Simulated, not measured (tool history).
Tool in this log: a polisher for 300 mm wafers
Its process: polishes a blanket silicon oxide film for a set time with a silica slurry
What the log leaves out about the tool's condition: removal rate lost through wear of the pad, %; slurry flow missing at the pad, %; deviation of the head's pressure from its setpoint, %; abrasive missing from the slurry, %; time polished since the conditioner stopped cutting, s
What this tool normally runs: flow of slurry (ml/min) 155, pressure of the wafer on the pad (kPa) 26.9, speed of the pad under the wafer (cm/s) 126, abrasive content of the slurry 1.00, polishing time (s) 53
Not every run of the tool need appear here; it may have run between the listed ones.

run	hour	flow of slurry (ml/min)	pressure of the wafer on the pad (kPa)	speed of the pad under the wafer (cm/s)	abrasive content of the slurry	polishing time (s)	wafers since the last listed run	wafers polished on this pad	hours since the slurry nozzle was cleaned	hours since the head pressure was calibrated	hours since the slurry blender was calibrated	hours since the conditioning disc was replaced	incoming thickness of the incoming film, nm	film removed (nm)
1	0.0	155	26.9	126	1.00	53	0	826	692.2	446.3	233.2	144.4	1814.5	192.8
# hour 30.5: conditioning disc replaced and pad reconditioned
2	31.0	155	26.9	126	1.00	53	309	1135	723.2	477.3	264.2	0.5	1769.8	191.0
3	55.8	155	26.9	126	1.00	53	264	1400	748.0	502.1	289.0	25.3	1780.7	191.5
4	91.1	155	26.9	126	1.00	53	376	1776	783.3	537.4	324.3	60.6	1767.5	182.9
5	110.6	155	26.9	126	1.00	53	207	1984	802.8	556.9	343.8	80.1	1810.1	186.7
6	131.6	155	26.9	126	1.00	53	223	2208	823.8	577.9	364.8	101.1	1783.7	186.6
# hour 137.6: slurry nozzle cleaned
# hour 145.6: worn pad replaced by a new one
# hour 178.4: slurry blender recalibrated
# hour 203.2: conditioning disc replaced and pad reconditioned
7	211.6	155	26.9	138	0.80	53	757	661	74.0	657.9	33.2	8.4	1770.8	180.0
8	226.3	155	29.6	94	1.00	53	156	818	88.7	672.6	47.9	23.1	1796.3	167.0
9	257.4	155	26.9	126	1.00	53	331	1150	119.8	703.7	79.0	54.2	1792.7	182.4
10	273.1	195	34.5	126	1.00	53	167	1317	135.5	719.4	94.7	69.9	1781.6	229.9
11	299.1	180	26.9	126	0.85	53	277	1594	161.5	745.4	120.7	95.9	1786.2	181.6
12	328.2	200	17.9	126	1.00	53	310	1905	190.6	774.5	149.8	125.0	1785.4	154.3
# hour 330.6: head pressure recalibrated
# hour 348.2: worn pad replaced by a new one
13	348.7	155	26.9	142	1.25	47	154	5	211.1	18.1	170.3	145.5	1784.9	192.9
14	361.9	155	26.9	126	1.00	53	140	145	224.3	31.3	183.5	158.7	1799.5	186.0
# hour 379.7: conditioning disc replaced and pad reconditioned
15	386.4	155	26.9	156	1.10	58	239	385	248.8	55.8	208.0	6.7	1781.0	239.2
16	420.9	155	26.9	126	1.00	53	367	753	283.3	90.3	242.5	41.2	1783.2	188.2
17	437.6	135	26.9	126	1.00	62	178	932	300.0	107.0	259.2	57.9	1802.8	211.0
18	457.6	170	29.6	164	1.00	45	213	1145	320.0	127.0	279.2	77.9	1799.6	197.2
19	483.0	155	20.0	126	1.10	53	270	1416	345.4	152.4	304.6	103.3	1770.8	161.7
# hour 516.7: worn pad replaced by a new one
20	517.2	155	26.9	160	0.90	43	322	5	379.6	186.6	338.8	137.5	1769.5	167.6
21	531.2	185	26.9	126	0.75	53	149	154	393.6	200.6	352.8	151.5	1771.4	172.4
22	545.0	180	26.9	104	1.00	47	147	302	407.4	214.4	366.6	165.3	1763.9	150.7
23	559.2	155	26.9	138	0.80	53	151	453	421.6	228.6	380.8	179.5	1821.0	187.0
24	573.1	155	26.9	126	1.00	53	148	601	435.5	242.5	394.7	193.4	1824.8	186.3
# hour 586.1: conditioning disc replaced and pad reconditioned
25	598.2	155	26.9	126	0.90	53	246	848	460.6	267.6	419.8	12.1	1812.1	180.7

Exercise: give the hidden state of the tool at every run:
removal rate lost through wear of the pad, %: 0, the same for each run
slurry flow missing at the pad, %: 0, the same for each run
deviation of the head's pressure from its setpoint, %: 0, the same for each run
abrasive missing from the slurry, %: 0, the same for each run
time polished since the conditioner stopped cutting, s: 0, the same for each run

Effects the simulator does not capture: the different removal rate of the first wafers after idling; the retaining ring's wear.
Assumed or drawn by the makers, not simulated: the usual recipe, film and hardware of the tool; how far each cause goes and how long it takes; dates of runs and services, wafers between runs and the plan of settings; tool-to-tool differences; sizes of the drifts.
